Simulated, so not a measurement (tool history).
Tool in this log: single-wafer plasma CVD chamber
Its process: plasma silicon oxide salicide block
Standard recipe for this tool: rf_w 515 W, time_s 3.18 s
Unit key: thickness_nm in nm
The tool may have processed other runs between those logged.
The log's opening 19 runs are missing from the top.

run	hour	rf_w	time_s	wafers since the last listed run	hours since the last RF generator calibration	hours since the showerhead was replaced	hours since the gauge calibration	read-back reference wafer on the same gauge, thickness_nm	thickness_nm
20	466.9	415	3.18	575	2173.7	4471.2	173.1	25.211	25.827
21	489.6	545	2.92	382	2196.4	4493.9	195.8	25.197	26.001
# hour 501.3: showerhead replaced
22	513.7	425	3.81	271	2220.5	12.4	219.9	25.22	31.272
# hour 541.1: RF generator calibrated
23	541.6	550	3.18	335	0.5	40.3	247.8	25.193	29.186
24	564.4	515	3.18	384	23.3	63.1	270.6	25.216	28.509
25	599.8	425	2.74	597	58.7	98.5	306	25.216	23.004
26	633.2	440	2.56	563	92.1	131.9	339.4	25.2	21.762
27	657.1	580	3.01	403	116	155.8	363.3	25.189	28.037
28	673.8	515	3.18	281	132.7	172.5	380	25.198	28.416
29	708.9	435	2.59	592	167.8	207.6	415.1	25.213	21.794
30	736.3	545	2.92	462	195.2	235	442.5	25.219	26.599
31	751.3	515	3.18	253	210.2	250	457.5	25.21	28.43
32	764.7	515	3.78	226	223.6	263.4	470.9	25.219	33.827
33	782.1	515	3.72	293	241	280.8	488.3	25.221	33.214
34	810.2	445	3.79	473	269.1	308.9	516.4	25.208	32.237

Predict each of these 4 candidate next runs independently; none follows another, all start after run 34:
A	810.6	515	3.18	6	269.5	309.3	516.8	?	?
B	810.6	540	3.55	6	269.5	309.3	516.8	?	?
C	810.6	580	3.7	6	269.5	309.3	516.8	?	?
D	810.6	555	3.75	6	269.5	309.3	516.8	?	?

run	read-back reference wafer on the same gauge, thickness_nm	thickness_nm
A	25.201	28.446
B	25.201	32.261
C	25.201	34.43
D	25.201	34.39
Without the tool's hidden state the same runs would have given:
run	thickness_nm
A	28.533
B	32.36
C	34.535
D	34.495
